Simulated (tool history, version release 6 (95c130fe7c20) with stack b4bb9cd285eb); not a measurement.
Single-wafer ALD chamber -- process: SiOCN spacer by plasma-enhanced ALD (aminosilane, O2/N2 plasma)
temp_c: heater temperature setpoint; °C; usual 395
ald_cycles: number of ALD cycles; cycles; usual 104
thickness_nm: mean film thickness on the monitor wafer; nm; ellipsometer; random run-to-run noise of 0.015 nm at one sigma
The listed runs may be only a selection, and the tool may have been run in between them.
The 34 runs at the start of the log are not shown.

run    hour  temp_c  ald_cycles  read-back reference wafer on the same gauge, thickness_nm  thickness_nm
 35  1475.0     403          94                                                      6.293         5.364
 36  1535.9     381         125                                                      6.289         7.162
 37  1580.5     390          90                                                      6.293         5.160
 38  1619.2     384         113                                                      6.291         6.460
     1695.1  -- gauge calibrated
 39  1756.9     401         123                                                      6.291         7.047
 40  1796.4     381         104                                                      6.293         5.948
 41  1844.7     395         104                                                      6.290         5.934
 42  1908.1     399         112                                                      6.293         6.419
     1962.7  -- thermocouple changed; heater temperature recalibrated
 43  2024.3     382          85                                                      6.291         4.875
 44  2082.3     395         104                                                      6.289         5.973
 45  2108.1     388         104                                                      6.286         5.954
 46  2158.6     382         104                                                      6.286         5.973
 47  2196.3     410         104                                                      6.294         5.809

Each row is a separate what-if for the run after 47, all from the same tool condition, not one after another. Results?
  A  2196.9     385         104                                                          ?             ?
  B  2196.9     395         121                                                          ?             ?
  C  2196.9     403         109                                                          ?             ?

run  read-back reference wafer on the same gauge, thickness_nm  thickness_nm
  A                                                      6.296         5.938
  B                                                      6.296         6.908
  C                                                      6.296         6.185
With no hidden state in the tool, these same runs would have given:
run  thickness_nm
  A         5.938
  B         6.908
  C         6.185

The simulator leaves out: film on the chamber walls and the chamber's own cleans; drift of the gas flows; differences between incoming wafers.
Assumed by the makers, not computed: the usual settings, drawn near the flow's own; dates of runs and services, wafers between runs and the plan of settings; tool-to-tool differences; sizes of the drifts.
